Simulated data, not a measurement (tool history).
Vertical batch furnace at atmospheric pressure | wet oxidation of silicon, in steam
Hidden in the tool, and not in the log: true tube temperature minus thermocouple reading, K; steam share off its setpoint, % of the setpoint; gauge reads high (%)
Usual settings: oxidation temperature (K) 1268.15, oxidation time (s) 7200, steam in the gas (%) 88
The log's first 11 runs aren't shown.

run,hour,oxidation temperature (K),oxidation time (s),steam in the gas (%),wafers since the last listed run,hours since the last temperature calibration,hours since the steam generator was serviced,hours since the gauge calibration,"read-back reference wafer on the same gauge, thickness",oxide thickness on the monitor wafer (angstrom)
12,983.9,1268.15,7200,88,377,779.1,191.2,2366.7,651.08,6319
13,1043.7,1268.15,8940,88,419,838.9,251,2426.5,651.05,7262.6
14,1090.9,1268.15,8940,88,331,886.1,298.2,2473.7,651.08,7252.8
15,1151.4,1268.15,8940,88,424,946.6,358.7,2534.2,650.74,7263.8
# hour 1204.4: gauge calibrated
16,1257.3,1268.15,7200,88,743,1052.5,464.6,52.9,650.4,6316.6
17,1494.7,1268.15,7200,88,1667,1289.9,702,290.3,650.64,6344.9
18,1600.1,1268.15,7200,88,740,1395.3,807.4,395.7,650.75,6342
19,1678.1,1268.15,7200,88,547,1473.3,885.4,473.7,651.3,6368.9
20,1738.4,1275.15,8940,97,423,1533.6,945.7,534,650.63,8047.4
21,1822.5,1281.15,7200,94,590,1617.7,1029.8,618.1,650.93,7177.2
# hour 1878.1: thermocouples replaced and temperature profile calibrated
22,1878.6,1255.15,5820,94,225,0.5,1085.9,674.2,650.91,5104.5
23,1901.7,1258.15,10050,83,162,23.6,1109,697.3,651.01,6916.3
24,1982.3,1258.15,7200,88,566,104.2,1189.6,777.9,651.37,5827.4
25,2078.7,1274.15,8520,82,676,200.6,1286,874.3,651.3,6888.7
26,2165.2,1289.15,6210,81,607,287.1,1372.5,960.8,651.07,6124.3
27,2241.6,1268.15,4410,97,536,363.5,1448.9,1037.2,651.22,4841.5
28,2309.4,1268.15,7200,88,476,431.3,1516.7,1105,651.6,6238.1

The next listed run, before its measurement:
29,2383.3,1268.15,7200,88,518,505.2,1590.6,1178.9,?,?

Run 29 gave read-back reference wafer on the same gauge, thickness 650.81, oxide thickness on the monitor wafer (angstrom) 6236.4.
Without the tool's hidden state the same run would have given oxide thickness on the monitor wafer (angstrom) 6121.4.
